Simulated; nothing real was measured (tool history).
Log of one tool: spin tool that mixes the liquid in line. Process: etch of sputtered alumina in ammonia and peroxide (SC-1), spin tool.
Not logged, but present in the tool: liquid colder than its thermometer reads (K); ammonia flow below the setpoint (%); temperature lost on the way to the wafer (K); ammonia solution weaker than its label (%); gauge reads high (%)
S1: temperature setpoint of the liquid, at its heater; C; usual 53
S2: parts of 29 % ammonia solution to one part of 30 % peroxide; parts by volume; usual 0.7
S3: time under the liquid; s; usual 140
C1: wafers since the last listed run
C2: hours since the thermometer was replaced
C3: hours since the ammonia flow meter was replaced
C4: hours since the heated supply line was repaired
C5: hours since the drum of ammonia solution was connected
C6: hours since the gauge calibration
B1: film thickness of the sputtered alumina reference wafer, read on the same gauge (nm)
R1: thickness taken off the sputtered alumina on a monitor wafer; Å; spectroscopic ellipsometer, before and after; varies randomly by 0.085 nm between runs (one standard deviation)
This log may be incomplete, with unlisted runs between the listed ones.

run   hour  S1    S2   S3   C1     C2      C3     C4      C5     C6      B1     R1
  1      0  53   0.7  140    0    384  1675.5  841.7   990.6   63.6     130   91.2
  2     29  53   0.7  140  279    413  1704.5  870.7  1019.6   92.6  130.03   90.2
  3   40.2  53  0.95  140  107  424.2  1715.7  881.9  1030.8  103.8  130.03   91.3
  4   47.9  53  0.95  140   74  431.9  1723.4  889.6  1038.5  111.5  130.01   90.9
  5   62.3  53  0.95  140  138  446.3  1737.8    904  1052.9  125.9  129.96   90.2
  6   72.4  53   0.7  140   97  456.4  1747.9  914.1    1063    136     130   87.5
  7  101.2  53   0.7  140  277  485.2  1776.7  942.9  1091.8  164.8     130   86.1
  8  109.5  53   0.7  140   79  493.5    1785  951.2  1100.1  173.1  130.01   86.1
     112.7  -- thermometer replaced
  9  115.5  53   0.7  140   48    2.8    1791  957.2  1106.1  179.1  130.02     97
     117.1  -- new drum of ammonia solution connected
 10    126  53   0.7  140   91   13.3  1801.5  967.7     8.9  189.6  130.01   95.4
 11  143.5  43  0.55   60  168   30.8    1819  985.2    26.4  207.1  130.01   22.5
     148.5  -- heated supply line repaired
 12  154.3  58  1.05   85   94   41.6  1829.8    5.8    37.2  217.9  130.01     97
 13  163.5  53   0.7  220   88   50.8    1839     15    46.4  227.1  129.96  184.5
     169.6  -- gauge calibrated
     170.8  -- ammonia flow meter replaced
 14  172.5  53   0.7  205   77   59.8     1.7     24    55.4    2.9     130  169.8
 15  180.7  53   0.7  175   78     68     9.9   32.2    63.6   11.1     130  145.1
 16  195.9  53  0.85  215  146   83.2    25.1   47.4    78.8   26.3  129.98  178.3
 17  211.1  53     1  140  146   98.4    40.3   62.6      94   41.5  129.99  118.5
 18  218.1  53   0.7   55   67  105.4    47.3   69.6     101   48.5  130.02   44.7
 19  235.6  53   0.6  140  168  122.9    64.8   87.1   118.5     66  129.96  109.6
 20  242.9  53   0.7  140   70  130.2    72.1   94.4   125.8   73.3  129.99  112.9
 21  253.5  53   0.7  140  102  140.8    82.7    105   136.4   83.9  129.99  111.7

Branching from run 21: 3 alternative next runs. What would each branch give?
  A   254    48  0.7  140   4  141.3  83.2  105.5  136.9  84.4   ?   ?
  B   254    45    1  220   4  141.3  83.2  105.5  136.9  84.4   ?   ?
  C   254  43.5  0.7  205   4  141.3  83.2  105.5  136.9  84.4   ?   ?

run      B1     R1
  A  130.01   84.7
  B  130.01  116.1
  C  130.01   95.8
With no hidden state in the tool, these same runs would have given:
run     R1
  A   94.4
  B  129.6
  C  107.1
